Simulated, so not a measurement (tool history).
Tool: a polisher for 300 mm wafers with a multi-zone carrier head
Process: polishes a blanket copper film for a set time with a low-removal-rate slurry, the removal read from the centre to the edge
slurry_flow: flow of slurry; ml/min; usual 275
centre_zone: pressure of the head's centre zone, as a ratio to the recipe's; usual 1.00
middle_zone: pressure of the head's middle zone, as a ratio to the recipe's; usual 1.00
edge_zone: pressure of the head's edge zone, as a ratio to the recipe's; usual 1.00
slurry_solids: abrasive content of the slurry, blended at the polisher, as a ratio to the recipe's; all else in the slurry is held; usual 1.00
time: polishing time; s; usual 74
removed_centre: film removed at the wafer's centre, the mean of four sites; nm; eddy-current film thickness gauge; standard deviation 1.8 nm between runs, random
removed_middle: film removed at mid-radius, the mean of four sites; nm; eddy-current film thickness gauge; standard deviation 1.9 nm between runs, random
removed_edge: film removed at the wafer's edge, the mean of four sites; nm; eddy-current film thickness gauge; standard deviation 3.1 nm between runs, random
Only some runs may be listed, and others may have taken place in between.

| run | hour | slurry_flow | centre_zone | middle_zone | edge_zone | slurry_solids | time | wafers since the last listed run | wafers polished on this pad | hours since the slurry nozzle was cleaned | hours since the centre zone pressure was calibrated | hours since the edge zone pressure was calibrated | hours since the carrier head's membrane was replaced | incoming thickness of the incoming film, nm | removed_centre | removed_middle | removed_edge |
|---|---|---|---|---|---|---|---|---|---|---|---|---|---|---|---|---|---|
| 1 | 0.0 | 325 | 1.00 | 1.00 | 1.00 | 1.00 | 74 | 0 | 2227 | 56.1 | 724.6 | 366.7 | 1409.5 | 1433.0 | 216.9 | 224.6 | 217.8 |
| 2 | 65.3 | 325 | 1.00 | 1.00 | 1.00 | 1.00 | 74 | 902 | 3130 | 121.4 | 789.9 | 432.0 | 1474.8 | 1419.5 | 217.4 | 221.1 | 218.0 |
|  | 84.6 | worn pad replaced by a new one |
| 3 | 112.5 | 325 | 1.00 | 1.00 | 1.00 | 1.00 | 74 | 597 | 385 | 168.6 | 837.1 | 479.2 | 1522.0 | 1446.8 | 223.3 | 224.7 | 223.7 |
|  | 230.5 | slurry nozzle cleaned |
| 4 | 251.4 | 275 | 1.00 | 1.00 | 1.00 | 1.00 | 74 | 1906 | 2292 | 20.9 | 976.0 | 618.1 | 1660.9 | 1458.4 | 213.1 | 217.8 | 218.7 |
| 5 | 299.5 | 275 | 1.00 | 1.00 | 1.00 | 1.00 | 74 | 665 | 2957 | 69.0 | 1024.1 | 666.2 | 1709.0 | 1429.2 | 211.9 | 220.0 | 219.4 |
|  | 328.7 | worn pad replaced by a new one |
| 6 | 329.8 | 275 | 1.00 | 1.00 | 1.00 | 1.00 | 74 | 363 | 15 | 99.3 | 1054.4 | 696.5 | 1739.3 | 1466.1 | 220.2 | 228.0 | 222.3 |
|  | 374.4 | carrier head's membrane replaced by a new one |
| 7 | 386.6 | 275 | 1.00 | 1.00 | 1.00 | 1.00 | 74 | 716 | 731 | 156.1 | 1111.2 | 753.3 | 12.2 | 1455.1 | 214.1 | 222.2 | 219.5 |
| 8 | 446.8 | 275 | 1.00 | 1.00 | 1.00 | 1.00 | 74 | 832 | 1563 | 216.3 | 1171.4 | 813.5 | 72.4 | 1436.8 | 208.8 | 221.3 | 215.6 |
|  | 467.8 | slurry nozzle cleaned |
| 9 | 512.0 | 215 | 1.00 | 1.00 | 0.96 | 1.00 | 74 | 887 | 2451 | 44.2 | 1236.6 | 878.7 | 137.6 | 1440.1 | 202.7 | 211.8 | 201.2 |
|  | 545.4 | worn pad replaced by a new one |
| 10 | 579.8 | 275 | 1.00 | 1.00 | 0.97 | 1.00 | 74 | 882 | 476 | 112.0 | 1304.4 | 946.5 | 205.4 | 1431.6 | 220.3 | 224.7 | 219.0 |
|  | 609.2 | edge zone pressure recalibrated |
| 11 | 647.8 | 275 | 1.00 | 1.00 | 1.00 | 1.00 | 74 | 912 | 1388 | 180.0 | 1372.4 | 38.6 | 273.4 | 1415.4 | 213.8 | 221.0 | 212.5 |
|  | 703.8 | slurry nozzle cleaned |
| 12 | 716.1 | 275 | 1.12 | 0.94 | 1.00 | 0.90 | 74 | 930 | 2319 | 12.3 | 1440.7 | 106.9 | 341.7 | 1447.2 | 228.5 | 199.8 | 201.7 |
|  | 719.6 | centre zone pressure recalibrated |
|  | 743.9 | worn pad replaced by a new one |
| 13 | 758.2 | 275 | 1.00 | 1.00 | 0.93 | 1.00 | 74 | 499 | 198 | 54.4 | 38.6 | 149.0 | 383.8 | 1446.6 | 219.1 | 228.6 | 212.7 |
| 14 | 830.1 | 345 | 1.00 | 1.00 | 1.00 | 1.00 | 98 | 994 | 1192 | 126.3 | 110.5 | 220.9 | 455.7 | 1457.3 | 286.8 | 300.5 | 288.3 |
| 15 | 901.0 | 275 | 0.93 | 1.00 | 1.00 | 0.75 | 74 | 980 | 2172 | 197.2 | 181.4 | 291.8 | 526.6 | 1473.2 | 177.0 | 195.6 | 191.2 |
| 16 | 961.8 | 325 | 0.88 | 1.00 | 1.00 | 1.00 | 66 | 840 | 3013 | 258.0 | 242.2 | 352.6 | 587.4 | 1434.1 | 169.3 | 199.3 | 194.5 |
|  | 973.0 | worn pad replaced by a new one |
| 17 | 987.9 | 350 | 1.07 | 1.07 | 0.97 | 1.00 | 74 | 305 | 206 | 284.1 | 268.3 | 378.7 | 613.5 | 1440.5 | 242.9 | 246.1 | 220.4 |
|  | 993.3 | slurry nozzle cleaned |
| 18 | 1012.5 | 275 | 1.00 | 1.04 | 0.88 | 1.20 | 74 | 326 | 532 | 19.2 | 292.9 | 403.3 | 638.1 | 1440.1 | 231.9 | 244.1 | 217.4 |
| 19 | 1075.5 | 275 | 0.94 | 1.00 | 1.00 | 1.00 | 74 | 871 | 1403 | 82.2 | 355.9 | 466.3 | 701.1 | 1438.7 | 200.8 | 218.3 | 220.2 |
| 20 | 1117.1 | 275 | 1.00 | 1.00 | 1.00 | 1.00 | 74 | 575 | 1979 | 123.8 | 397.5 | 507.9 | 742.7 | 1433.8 | 216.2 | 220.4 | 215.8 |

Below are 3 alternative next runs, each starting from the tool's condition after run 20. Predict each:
| A | 1117.5 | 275 | 1.00 | 1.00 | 1.00 | 1.00 | 84 | 5 | 1984 | 124.2 | 397.9 | 508.3 | 743.1 | 1450.0 | ? | ? | ? |
| B | 1117.5 | 275 | 1.08 | 1.00 | 1.08 | 1.00 | 74 | 5 | 1984 | 124.2 | 397.9 | 508.3 | 743.1 | 1450.0 | ? | ? | ? |
| C | 1117.5 | 275 | 1.00 | 1.00 | 0.95 | 1.00 | 74 | 5 | 1984 | 124.2 | 397.9 | 508.3 | 743.1 | 1450.0 | ? | ? | ? |

| run | removed_centre | removed_middle | removed_edge |
|---|---|---|---|
| A | 242.3 | 249.1 | 244.4 |
| B | 230.7 | 219.4 | 223.6 |
| C | 213.5 | 219.5 | 210.1 |
Had the tool no hidden state, the same runs would have come out as:
| run | removed_centre | removed_middle | removed_edge |
|---|---|---|---|
| A | 253.0 | 260.1 | 255.2 |
| B | 240.8 | 229.0 | 233.4 |
| C | 222.9 | 229.2 | 219.4 |

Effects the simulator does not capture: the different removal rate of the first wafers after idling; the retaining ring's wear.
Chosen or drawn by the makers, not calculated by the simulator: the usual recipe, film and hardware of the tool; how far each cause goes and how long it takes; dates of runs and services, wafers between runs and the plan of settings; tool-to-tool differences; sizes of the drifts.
